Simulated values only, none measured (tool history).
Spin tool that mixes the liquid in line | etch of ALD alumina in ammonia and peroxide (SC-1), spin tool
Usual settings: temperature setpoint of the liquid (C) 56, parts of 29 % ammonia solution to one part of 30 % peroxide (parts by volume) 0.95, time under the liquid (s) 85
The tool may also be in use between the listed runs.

run	hour	temperature setpoint of the liquid (C)	parts of 29 % ammonia solution to one part of 30 % peroxide (parts by volume)	time under the liquid (s)	wafers since the last listed run	hours since the thermometer was replaced	hours since the ammonia flow meter was replaced	hours since the heated supply line was repaired	hours since the drum of ammonia solution was connected	hours since the gauge calibration	read-back film thickness of the ALD alumina reference wafer, read on the same gauge (nm)	thickness taken off the ALD alumina on a monitor wafer (nm)
1	0	56	0.95	85	0	633.9	132.8	1191.2	68.8	621	149.994	4.331
2	47.4	56	0.95	85	542	681.3	180.2	1238.6	116.2	668.4	150.001	4.342
3	103.7	56	0.95	85	644	737.6	236.5	1294.9	172.5	724.7	149.984	4.327
4	163.6	56	0.95	85	686	797.5	296.4	1354.8	232.4	784.6	150.021	4.276
5	188.7	56	0.95	85	287	822.6	321.5	1379.9	257.5	809.7	150.019	4.298
6	226.8	56	0.95	85	436	860.7	359.6	1418	295.6	847.8	149.995	4.317
7	254.9	56	0.95	115	321	888.8	387.7	1446.1	323.7	875.9	149.994	5.776
# hour 317.9: heated supply line repaired
8	350.8	50	1.2	85	1087	984.7	483.6	32.9	419.6	971.8	149.988	3.154
9	403.4	56	0.95	110	602	1037.3	536.2	85.5	472.2	1024.4	150.035	5.538
10	455.6	56	0.95	110	597	1089.5	588.4	137.7	524.4	1076.6	149.988	5.558
# hour 462.4: gauge calibrated
11	503.4	56	0.95	85	547	1137.3	636.2	185.5	572.2	41	149.946	4.187
12	555.6	56	0.95	85	597	1189.5	688.4	237.7	624.4	93.2	150.01	4.229
13	603.3	56	1.1	130	546	1237.2	736.1	285.4	672.1	140.9	149.968	6.541
# hour 621.1: new drum of ammonia solution connected
14	660.7	64.5	0.8	35	646	1294.6	793.5	342.8	39.6	198.3	149.954	2.653
15	721.6	56	0.55	85	697	1355.5	854.4	403.7	100.5	259.2	150.014	3.961
16	760.5	56	0.95	85	445	1394.4	893.3	442.6	139.4	298.1	150.003	4.175
17	786	56	0.95	50	292	1419.9	918.8	468.1	164.9	323.6	150.025	2.425
# hour 790.6: thermometer replaced
18	852	56	1.2	115	744	61.4	984.8	534.1	230.9	389.6	150.007	6.118
# hour 853.6: ammonia flow meter replaced
19	903	56	0.95	85	572	112.4	49.4	585.1	281.9	440.6	149.993	4.483
20	927.2	46	1.2	50	277	136.6	73.6	609.3	306.1	464.8	149.957	1.548
21	971.2	64.5	1.2	125	504	180.6	117.6	653.3	350.1	508.8	150.023	10.254
22	1039.5	52.5	0.95	85	782	248.9	185.9	721.6	418.4	577.1	150.021	3.655
23	1084.6	56	0.95	135	516	294	231	766.7	463.5	622.2	150.014	7.068
24	1144.9	56	0.95	85	690	354.3	291.3	827	523.8	682.5	150.008	4.395
25	1203.7	59	0.95	85	673	413.1	350.1	885.8	582.6	741.3	149.989	5.14

What the log doesn't show, run by run:
ammonia flow above the setpoint (%): 0 in every run
temperature lost on the way to the wafer (K): 0 in every run
ammonia solution weaker than its label (%): 0 in every run
gauge reads high (%): 0 in every run
H1: liquid colder than its thermometer reads (K)
run	H1
1	0.746
2	0.794
3	0.85
4	0.911
5	0.936
6	0.974
7	1
8	1.1
9	1.15
10	1.2
11	1.25
12	1.3
13	1.35
14	1.41
15	1.47
16	1.51
17	1.53
18	0.185
19	0.236
20	0.26
21	0.305
22	0.373
23	0.418
24	0.479
25	0.538
